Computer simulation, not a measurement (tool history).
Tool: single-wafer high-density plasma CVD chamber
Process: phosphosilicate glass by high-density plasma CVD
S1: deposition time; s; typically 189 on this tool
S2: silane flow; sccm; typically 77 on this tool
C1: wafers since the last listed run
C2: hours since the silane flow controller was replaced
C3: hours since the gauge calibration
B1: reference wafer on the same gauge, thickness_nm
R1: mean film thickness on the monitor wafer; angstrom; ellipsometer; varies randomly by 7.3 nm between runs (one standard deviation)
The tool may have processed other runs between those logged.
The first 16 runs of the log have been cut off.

run 17 day=33.533 | S1=189 S2=77 | C1=627 C2=3608.7 C3=714 | B1=1599.739 | R1=13293.24
run 18 day=36.508 | S1=174 S2=77 | C1=828 C2=3680.1 C3=785.4 | B1=1602.704 | R1=12359.39
run 19 day=39.454 | S1=189 S2=77 | C1=820 C2=3750.8 C3=856.1 | B1=1599.5 | R1=13460.14
run 20 day=41.196 | S1=165 S2=87 | C1=485 C2=3792.6 C3=897.9 | B1=1600.261 | R1=12809.35
run 21 day=43.45 | S1=189 S2=77 | C1=627 C2=3846.7 C3=952 | B1=1602.323 | R1=13465.1
run 22 day=45.238 | S1=165 S2=77 | C1=497 C2=3889.6 C3=994.9 | B1=1598.328 | R1=11672.56
-- day=46.329 silane flow controller replaced
run 23 day=47.512 | S1=169 S2=68 | C1=540 C2=28.4 C3=1049.5 | B1=1596.522 | R1=11521.97
run 24 day=50.1 | S1=170 S2=65 | C1=720 C2=90.5 C3=1111.6 | B1=1600.682 | R1=11174.28
run 25 day=51.179 | S1=189 S2=77 | C1=300 C2=116.4 C3=1137.5 | B1=1601.009 | R1=14207.06
run 26 day=53.225 | S1=224 S2=88 | C1=569 C2=165.5 C3=1186.6 | B1=1596.88 | R1=18590.21
run 27 day=54.542 | S1=201 S2=72 | C1=366 C2=197.1 C3=1218.2 | B1=1599.102 | R1=14137.07
run 28 day=55.967 | S1=189 S2=77 | C1=396 C2=231.3 C3=1252.4 | B1=1601.404 | R1=14205.82
run 29 day=57.512 | S1=169 S2=66 | C1=430 C2=268.4 C3=1289.5 | B1=1600.24 | R1=11235.09
run 30 day=58.558 | S1=158 S2=77 | C1=291 C2=293.5 C3=1314.6 | B1=1601.985 | R1=11685.38
-- day=62.942 gauge calibrated
run 31 day=66.7 | S1=189 S2=77 | C1=2267 C2=488.9 C3=90.2 | B1=1598.283 | R1=13984.02
run 32 day=68.992 | S1=177 S2=83 | C1=638 C2=543.9 C3=145.2 | B1=1597.376 | R1=13900.65
run 33 day=70.108 | S1=189 S2=77 | C1=310 C2=570.7 C3=172 | B1=1597.349 | R1=14069.05
run 34 day=71.304 | S1=154 S2=63 | C1=333 C2=599.4 C3=200.7 | B1=1600.392 | R1=9766.64
run 35 day=74.079 | S1=161 S2=67 | C1=772 C2=666 C3=267.3 | B1=1598.117 | R1=10762.76
run 36 day=76.842 | S1=169 S2=68 | C1=769 C2=732.3 C3=333.6 | B1=1602.64 | R1=11323.79
run 37 day=78.292 | S1=189 S2=77 | C1=403 C2=767.1 C3=368.4 | B1=1605.597 | R1=13984.29
run 38 day=79.379 | S1=156 S2=69 | C1=302 C2=793.2 C3=394.5 | B1=1598.269 | R1=10598.02

Consider 3 possible next runs. They are alternatives, not a sequence: every one starts from the tool as it was left by run 38. What does each give?
run A day=79.4 | S1=189 S2=81 | C1=5 C2=793.7 C3=395 | B1=? | R1=?
run B day=79.4 | S1=218 S2=85 | C1=5 C2=793.7 C3=395 | B1=? | R1=?
run C day=79.4 | S1=189 S2=84 | C1=5 C2=793.7 C3=395 | B1=? | R1=?

run=A B1=1594.457 R1=14512.06
run=B B1=1594.457 R1=17377.4
run=C B1=1594.457 R1=14927.31
Had the tool no hidden state, the same runs would have come out as:
run=A R1=14629.26
run=B R1=17517.73
run=C R1=15047.86

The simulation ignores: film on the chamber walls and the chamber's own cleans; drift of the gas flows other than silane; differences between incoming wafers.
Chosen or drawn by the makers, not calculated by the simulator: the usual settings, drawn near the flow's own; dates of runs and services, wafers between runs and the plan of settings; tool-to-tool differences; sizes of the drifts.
